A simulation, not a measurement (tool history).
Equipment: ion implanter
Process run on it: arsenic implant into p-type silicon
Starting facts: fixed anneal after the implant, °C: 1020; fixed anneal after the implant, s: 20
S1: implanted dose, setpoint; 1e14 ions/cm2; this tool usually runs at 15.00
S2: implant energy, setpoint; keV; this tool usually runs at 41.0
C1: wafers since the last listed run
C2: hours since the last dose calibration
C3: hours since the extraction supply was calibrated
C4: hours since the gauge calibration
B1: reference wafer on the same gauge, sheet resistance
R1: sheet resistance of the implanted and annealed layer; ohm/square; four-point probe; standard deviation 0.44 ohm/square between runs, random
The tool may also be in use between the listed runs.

Run 1, hour 0.0: usual settings but S1 12.54 1e14 ions/cm2; C1 0; C2 144.7; C3 3033.7; C4 963.5; B1 110.08. Result: R1 101.92 ohm/square.
Run 2, hour 81.1: usual settings; C1 1533; C2 225.8; C3 3114.8; C4 1044.6; B1 110.00. Result: R1 92.42 ohm/square.
Run 3, hour 154.8: usual settings but S1 11.83 1e14 ions/cm2; C1 1393; C2 299.5; C3 3188.5; C4 1118.3; B1 110.05. Result: R1 105.46 ohm/square.
Run 4, hour 255.5: usual settings but S1 11.83 1e14 ions/cm2; C1 1904; C2 400.2; C3 3289.2; C4 1219.0; B1 109.92. Result: R1 105.04 ohm/square.
Run 5, hour 330.1: usual settings but S1 11.83 1e14 ions/cm2; C1 1410; C2 474.8; C3 3363.8; C4 1293.6; B1 110.01. Result: R1 105.66 ohm/square.
Run 6, hour 391.5: usual settings; C1 1161; C2 536.2; C3 3425.2; C4 1355.0; B1 110.04. Result: R1 92.15 ohm/square.
Run 7, hour 474.4: usual settings; C1 1567; C2 619.1; C3 3508.1; C4 1437.9; B1 109.88. Result: R1 91.75 ohm/square.
Run 8, hour 555.8: usual settings but S1 13.54 1e14 ions/cm2; C1 1539; C2 700.5; C3 3589.5; C4 1519.3; B1 109.80. Result: R1 98.00 ohm/square.
Run 9, hour 605.2: usual settings but S1 13.54 1e14 ions/cm2; C1 934; C2 749.9; C3 3638.9; C4 1568.7; B1 109.84. Result: R1 98.51 ohm/square.
At hour 657.3: extraction supply calibrated.
Run 10, hour 669.0: usual settings but S1 13.72 1e14 ions/cm2; C1 1055; C2 813.7; C3 11.7; C4 1632.5; B1 109.98. Result: R1 97.65 ohm/square.
Run 11, hour 718.6: usual settings; C1 938; C2 863.3; C3 61.3; C4 1682.1; B1 110.06. Result: R1 93.77 ohm/square.
Run 12, hour 819.8: usual settings; C1 1914; C2 964.5; C3 162.5; C4 1783.3; B1 109.85. Result: R1 92.57 ohm/square.
Run 13, hour 886.7: usual settings; C1 1265; C2 1031.4; C3 229.4; C4 1850.2; B1 110.00. Result: R1 93.59 ohm/square.
Run 14, hour 959.6: usual settings but S2 30.5 keV; C1 1378; C2 1104.3; C3 302.3; C4 1923.1; B1 110.02. Result: R1 101.07 ohm/square.
Run 15, hour 1040.6: usual settings but S1 11.75 1e14 ions/cm2; C1 1531; C2 1185.3; C3 383.3; C4 2004.1; B1 109.76. Result: R1 108.24 ohm/square.
Run 16, hour 1121.9: usual settings but S2 47.0 keV; C1 1537; C2 1266.6; C3 464.6; C4 2085.4; B1 109.93. Result: R1 90.79 ohm/square.
At hour 1216.0: Faraday cup replaced and dose calibrated.
Run 17, hour 1300.8: usual settings but S1 10.57 1e14 ions/cm2, S2 27.5 keV; C1 3232; C2 84.8; C3 643.5; C4 2264.3; B1 109.94. Result: R1 121.68 ohm/square.
Run 18, hour 1373.6: usual settings but S1 17.77 1e14 ions/cm2, S2 49.5 keV; C1 1376; C2 157.6; C3 716.3; C4 2337.1; B1 109.98. Result: R1 80.24 ohm/square.
At hour 1424.9: gauge calibrated.
Run 19, hour 1480.9: usual settings but S2 55.0 keV; C1 2029; C2 264.9; C3 823.6; C4 56.0; B1 109.99. Result: R1 86.03 ohm/square.
Run 20, hour 1530.6: usual settings but S1 11.75 1e14 ions/cm2; C1 939; C2 314.6; C3 873.3; C4 105.7; B1 110.26. Result: R1 106.45 ohm/square.
Run 21, hour 1628.4: usual settings but S2 30.5 keV; C1 1849; C2 412.4; C3 971.1; C4 203.5; B1 110.17. Result: R1 100.92 ohm/square.
Run 22, hour 1701.4: usual settings but S1 17.97 1e14 ions/cm2, S2 53.0 keV; C1 1380; C2 485.4; C3 1044.1; C4 276.5; B1 110.05. Result: R1 77.93 ohm/square.
Run 23, hour 1803.5: usual settings but S1 16.45 1e14 ions/cm2, S2 55.0 keV; C1 1931; C2 587.5; C3 1146.2; C4 378.6; B1 110.12. Result: R1 81.65 ohm/square.
Run 24, hour 1871.3: usual settings but S1 11.53 1e14 ions/cm2, S2 46.5 keV; C1 1282; C2 655.3; C3 1214.0; C4 446.4; B1 110.03. Result: R1 104.92 ohm/square.
Run 25, hour 1912.1: usual settings but S2 53.0 keV; C1 771; C2 696.1; C3 1254.8; C4 487.2; B1 109.80. Result: R1 86.90 ohm/square.
Run 26, hour 1979.9: usual settings; C1 1282; C2 763.9; C3 1322.6; C4 555.0; B1 109.97. Result: R1 93.12 ohm/square.

3 options for the next run, each taken on its own from the tool as it stands now. Forecast them:
Run A, hour 1980.3: usual settings but S2 50.5 keV; C1 7; C2 764.3; C3 1323.0; C4 555.4; B1 ?. Result: R1 ?.
Run B, hour 1980.3: usual settings but S1 11.52 1e14 ions/cm2, S2 53.0 keV; C1 7; C2 764.3; C3 1323.0; C4 555.4; B1 ?. Result: R1 ?.
Run C, hour 1980.3: usual settings but S1 16.32 1e14 ions/cm2, S2 46.0 keV; C1 7; C2 764.3; C3 1323.0; C4 555.4; B1 ?. Result: R1 ?.

run      B1      R1
  A  109.88   88.02
  B  109.88  102.75
  C  109.88   86.20
With the hidden condition removed and each run's random variation left untouched, the same runs would have given:
run      R1
  A   87.24
  B  101.67
  C   85.52
